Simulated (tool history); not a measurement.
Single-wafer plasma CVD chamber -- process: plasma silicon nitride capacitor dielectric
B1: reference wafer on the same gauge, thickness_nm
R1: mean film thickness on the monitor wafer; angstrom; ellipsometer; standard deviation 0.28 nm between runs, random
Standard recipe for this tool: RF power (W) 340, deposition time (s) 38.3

{"run": 1, "hour": 0.0, "RF power (W)": 340, "deposition time (s)": 38.3, "B1": 46.486, "R1": 480.72}
{"run": 2, "hour": 101.6, "RF power (W)": 340, "deposition time (s)": 38.3, "B1": 46.524, "R1": 477.77}
{"hour": 167.1, "done": "RF generator calibrated"}
{"run": 3, "hour": 198.2, "RF power (W)": 340, "deposition time (s)": 38.3, "B1": 46.464, "R1": 481.41}
{"run": 4, "hour": 262.1, "RF power (W)": 340, "deposition time (s)": 38.3, "B1": 46.474, "R1": 483.32}
{"run": 5, "hour": 347.2, "RF power (W)": 340, "deposition time (s)": 38.3, "B1": 46.519, "R1": 479.79}
{"run": 6, "hour": 446.6, "RF power (W)": 340, "deposition time (s)": 38.3, "B1": 46.501, "R1": 476.87}
{"run": 7, "hour": 686.9, "RF power (W)": 340, "deposition time (s)": 38.3, "B1": 46.472, "R1": 477.05}
{"run": 8, "hour": 775.3, "RF power (W)": 355, "deposition time (s)": 38.3, "B1": 46.47, "R1": 485.79}
{"run": 9, "hour": 868.6, "RF power (W)": 355, "deposition time (s)": 38.3, "B1": 46.52, "R1": 479.62}
{"run": 10, "hour": 948.7, "RF power (W)": 315, "deposition time (s)": 35.5, "B1": 46.544, "R1": 427.6}
{"run": 11, "hour": 1101.9, "RF power (W)": 315, "deposition time (s)": 35.5, "B1": 46.457, "R1": 423.97}
{"run": 12, "hour": 1208.3, "RF power (W)": 340, "deposition time (s)": 40.8, "B1": 46.523, "R1": 504.35}
{"hour": 1240.3, "done": "RF generator calibrated"}
{"run": 13, "hour": 1248.1, "RF power (W)": 340, "deposition time (s)": 40.8, "B1": 46.508, "R1": 498.87}
{"run": 14, "hour": 1326.5, "RF power (W)": 340, "deposition time (s)": 38.3, "B1": 46.494, "R1": 466.14}
{"run": 15, "hour": 1372.7, "RF power (W)": 340, "deposition time (s)": 38.3, "B1": 46.448, "R1": 463.37}
{"run": 16, "hour": 1415.0, "RF power (W)": 340, "deposition time (s)": 38.3, "B1": 46.539, "R1": 467.2}
{"hour": 1475.8, "done": "gauge calibrated"}
{"run": 17, "hour": 1522.4, "RF power (W)": 340, "deposition time (s)": 36.1, "B1": 46.43, "R1": 437.93}
{"run": 18, "hour": 1627.4, "RF power (W)": 380, "deposition time (s)": 38.3, "B1": 46.523, "R1": 482.73}
{"run": 19, "hour": 1679.5, "RF power (W)": 310, "deposition time (s)": 32.7, "B1": 46.496, "R1": 382.73}
{"hour": 1715.9, "done": "RF generator calibrated, repeated, since the last time left the tool worse"}
{"run": 20, "hour": 1779.0, "RF power (W)": 380, "deposition time (s)": 34.2, "B1": 46.419, "R1": 449.54}
{"run": 21, "hour": 1818.9, "RF power (W)": 365, "deposition time (s)": 42.0, "B1": 46.468, "R1": 541.31}
{"run": 22, "hour": 1867.0, "RF power (W)": 340, "deposition time (s)": 38.3, "B1": 46.499, "R1": 483.61}
{"run": 23, "hour": 1932.1, "RF power (W)": 340, "deposition time (s)": 38.3, "B1": 46.517, "R1": 486.45}
{"run": 24, "hour": 2017.9, "RF power (W)": 300, "deposition time (s)": 38.3, "B1": 46.471, "R1": 451.89}
{"hour": 2107.3, "done": "showerhead replaced"}
{"run": 25, "hour": 2123.2, "RF power (W)": 295, "deposition time (s)": 44.9, "B1": 46.536, "R1": 536.26}
{"run": 26, "hour": 2228.0, "RF power (W)": 340, "deposition time (s)": 38.3, "B1": 46.467, "R1": 479.49}
{"run": 27, "hour": 2295.7, "RF power (W)": 315, "deposition time (s)": 31.4, "B1": 46.521, "R1": 380.24}
{"run": 28, "hour": 2337.4, "RF power (W)": 290, "deposition time (s)": 34.6, "B1": 46.562, "R1": 404.75}
{"run": 29, "hour": 2415.6, "RF power (W)": 340, "deposition time (s)": 38.3, "B1": 46.48, "R1": 481.05}
{"run": 30, "hour": 2494.5, "RF power (W)": 340, "deposition time (s)": 33.0, "B1": 46.489, "R1": 407.97}
{"run": 31, "hour": 2597.8, "RF power (W)": 340, "deposition time (s)": 43.3, "B1": 46.467, "R1": 539.36}
{"run": 32, "hour": 2646.7, "RF power (W)": 340, "deposition time (s)": 30.8, "B1": 46.567, "R1": 383.57}
{"run": 33, "hour": 2717.1, "RF power (W)": 340, "deposition time (s)": 38.3, "B1": 46.457, "R1": 478.14}
{"run": 34, "hour": 2793.6, "RF power (W)": 290, "deposition time (s)": 38.3, "B1": 46.541, "R1": 447.34}
{"run": 35, "hour": 2853.8, "RF power (W)": 320, "deposition time (s)": 40.5, "B1": 46.436, "R1": 490.58}

Forecast each of these 4 alternatives for the next run:
{"run": "A", "hour": 2854.2, "RF power (W)": 340, "deposition time (s)": 38.3, "B1": "?", "R1": "?"}
{"run": "B", "hour": 2854.2, "RF power (W)": 390, "deposition time (s)": 38.3, "B1": "?", "R1": "?"}
{"run": "C", "hour": 2854.2, "RF power (W)": 315, "deposition time (s)": 34.4, "B1": "?", "R1": "?"}
{"run": "D", "hour": 2854.2, "RF power (W)": 375, "deposition time (s)": 30.8, "B1": "?", "R1": "?"}

run=A B1=46.523 R1=474.09
run=B B1=46.523 R1=499.93
run=C B1=46.523 R1=413.01
run=D B1=46.523 R1=396.06
The same runs, with their run-to-run variation unchanged, on a tool lacking any hidden condition would have given:
run=A R1=483.11
run=B R1=509.44
run=C R1=420.87
run=D R1=403.60
